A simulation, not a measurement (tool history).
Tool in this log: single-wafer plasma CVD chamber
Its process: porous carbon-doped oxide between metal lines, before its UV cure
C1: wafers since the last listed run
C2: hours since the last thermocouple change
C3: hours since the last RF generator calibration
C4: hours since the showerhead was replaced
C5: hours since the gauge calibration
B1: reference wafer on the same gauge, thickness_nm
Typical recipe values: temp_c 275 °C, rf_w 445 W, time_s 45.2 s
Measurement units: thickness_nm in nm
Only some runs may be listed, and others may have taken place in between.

Run 1, hour 0: usual settings but rf_w 395 W; C1 0; C2 551.7; C3 881.1; C4 3603.5; C5 877.9; B1 242.921. Result: thickness_nm 232.614 nm.
At hour 59.2: gauge calibrated.
Run 2, hour 68: usual settings; C1 1447; C2 619.7; C3 949.1; C4 3671.5; C5 8.8; B1 238.827. Result: thickness_nm 246.833 nm.
Run 3, hour 98.8: usual settings; C1 655; C2 650.5; C3 979.9; C4 3702.3; C5 39.6; B1 238.758. Result: thickness_nm 246.781 nm.
Run 4, hour 162.7: usual settings; C1 1360; C2 714.4; C3 1043.8; C4 3766.2; C5 103.5; B1 238.794. Result: thickness_nm 245.295 nm.
Run 5, hour 229.2: usual settings; C1 1415; C2 780.9; C3 1110.3; C4 3832.7; C5 170; B1 238.972. Result: thickness_nm 247.239 nm.
Run 6, hour 257.7: usual settings; C1 606; C2 809.4; C3 1138.8; C4 3861.2; C5 198.5; B1 238.823. Result: thickness_nm 246.901 nm.
Run 7, hour 299.8: usual settings; C1 896; C2 851.5; C3 1180.9; C4 3903.3; C5 240.6; B1 239.12. Result: thickness_nm 245.225 nm.
Run 8, hour 371.3: usual settings; C1 1521; C2 923; C3 1252.4; C4 3974.8; C5 312.1; B1 239.298. Result: thickness_nm 244.499 nm.
Run 9, hour 498.1: usual settings; C1 2699; C2 1049.8; C3 1379.2; C4 4101.6; C5 438.9; B1 239.884. Result: thickness_nm 247.837 nm.
Run 10, hour 557.5: usual settings; C1 1264; C2 1109.2; C3 1438.6; C4 4161; C5 498.3; B1 240.107. Result: thickness_nm 247.602 nm.
Run 11, hour 599.1: usual settings; C1 885; C2 1150.8; C3 1480.2; C4 4202.6; C5 539.9; B1 240.5. Result: thickness_nm 247.478 nm.
At hour 646.9: showerhead replaced.
Run 12, hour 669.9: usual settings; C1 1336; C2 1221.6; C3 1551; C4 23; C5 610.7; B1 240.934. Result: thickness_nm 245.82 nm.
Run 13, hour 725.3: usual settings; C1 1179; C2 1277; C3 1606.4; C4 78.4; C5 666.1; B1 241.234. Result: thickness_nm 246.382 nm.
Run 14, hour 753.4: usual settings; C1 598; C2 1305.1; C3 1634.5; C4 106.5; C5 694.2; B1 241.5. Result: thickness_nm 248.991 nm.
Run 15, hour 810: usual settings but temp_c 266 °C, rf_w 525 W, time_s 53.1 s; C1 1204; C2 1361.7; C3 1691.1; C4 163.1; C5 750.8; B1 241.764. Result: thickness_nm 342.11 nm.
Run 16, hour 867.4: usual settings but temp_c 268 °C, rf_w 370 W; C1 1221; C2 1419.1; C3 1748.5; C4 220.5; C5 808.2; B1 242.037. Result: thickness_nm 233.91 nm.
At hour 915.4: thermocouple changed; heater temperature recalibrated.
Run 17, hour 915.9: usual settings but rf_w 365 W, time_s 37.4 s; C1 862; C2 0.5; C3 1797; C4 269; C5 856.7; B1 242.742. Result: thickness_nm 183.201 nm.
Run 18, hour 975.9: usual settings; C1 1277; C2 60.5; C3 1857; C4 329; C5 916.7; B1 243.261. Result: thickness_nm 252.312 nm.
At hour 988.3: RF generator calibrated.
Run 19, hour 1029.6: usual settings but temp_c 289 °C, rf_w 510 W; C1 972; C2 114.2; C3 41.3; C4 382.7; C5 970.4; B1 243.833. Result: thickness_nm 246.461 nm.

What does the tool deliver on the next run?
At hour 1033.9: gauge calibrated.
Run 20, hour 1090.6: usual settings; C1 1298; C2 175.2; C3 102.3; C4 443.7; C5 56.7; B1 ?. Result: thickness_nm ?.

Run 20 came out at B1 239.477, thickness_nm 245.621 nm.
Take away the tool's hidden state, keep the run-to-run variation as it was, and the same run would have given thickness_nm 245.043 nm.
